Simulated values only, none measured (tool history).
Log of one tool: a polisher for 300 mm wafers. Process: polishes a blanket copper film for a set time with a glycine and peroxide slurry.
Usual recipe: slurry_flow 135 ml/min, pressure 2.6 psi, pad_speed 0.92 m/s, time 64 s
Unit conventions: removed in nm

run   hour  slurry_flow  pressure  pad_speed  time  wafers since the last listed run  wafers polished on this pad  hours since the slurry nozzle was cleaned  hours since the head pressure was calibrated  incoming thickness of the incoming film, nm  removed
  1      0          135       2.6       0.92    64                                 0                          251                                      487.6                                         924.6                                       1365.8      314
  2    9.3          135       2.6       0.92    64                               107                          358                                      496.9                                         933.9                                       1391.2    311.4
  3   47.2          145       2.6       0.92    64                               437                          795                                      534.8                                         971.8                                       1365.9    305.4
      55.9  -- worn pad replaced by a new one
  4   56.4          135       2.6       0.92    64                                59                            6                                        544                                           981                                       1388.7    303.5
  5   68.7          135       2.6       0.92    64                               141                          147                                      556.3                                         993.3                                       1377.4    304.6
  6   84.6          135       2.6       0.92    64                               183                          331                                      572.2                                        1009.2                                       1386.9    296.6
  7  101.6          135       2.6       1.04    73                               196                          527                                      589.2                                        1026.2                                       1380.3    372.8
  8  114.1          135       2.6       1.02    64                               144                          671                                      601.7                                        1038.7                                       1379.9    322.3
  9  125.3          135       2.6       1.02    64                               129                          800                                      612.9                                        1049.9                                       1363.2    316.7
     133.3  -- worn pad replaced by a new one
 10  133.8          135       2.6       1.02    64                                51                            5                                      621.4                                        1058.4                                       1384.1    322.2
 11  144.6          135       2.6       0.92    64                               124                          129                                      632.2                                        1069.2                                       1370.2    289.2
 12  157.7          135       2.6       0.92    64                               151                          280                                      645.3                                        1082.3                                       1409.9    288.2
 13  164.7          135       2.6       0.92    64                                80                          361                                      652.3                                        1089.3                                       1382.9    284.4
     197.1  -- worn pad replaced by a new one
 14  208.5          135       2.6       0.92    64                               459                          131                                      696.1                                        1133.1                                       1397.5    273.6
 15    220          135       2.6       0.92    64                               132                          263                                      707.6                                        1144.6                                       1374.5    271.5
 16  230.1          135       2.6       0.92    64                               116                          380                                      717.7                                        1154.7                                       1383.1    269.2
     233.9  -- slurry nozzle cleaned
     235.8  -- head pressure recalibrated
 17  246.4          135       2.6       0.92    64                               154                          534                                       12.5                                          10.6                                       1385.8    324.1
 18  259.4          135       2.6       0.92    64                               149                          684                                       25.5                                          23.6                                       1391.6    334.8
     275.8  -- worn pad replaced by a new one
 19    277          135       2.2       1.16    57                               156                           14                                       43.1                                          41.2                                       1397.2    306.4
 20  291.1          135       2.6       0.92    64                               162                          176                                       57.2                                          55.3                                       1371.5    332.3

Estimate the outcome of run 21 from the log above:
 21  301.8          115       2.3       1.14    57                               123                          300                                       67.9                                            66                                       1381.8        ?

{"run 21": {"removed": 314.7}}
With no hidden state in the tool, this same run would have given removed 315.1 nm.

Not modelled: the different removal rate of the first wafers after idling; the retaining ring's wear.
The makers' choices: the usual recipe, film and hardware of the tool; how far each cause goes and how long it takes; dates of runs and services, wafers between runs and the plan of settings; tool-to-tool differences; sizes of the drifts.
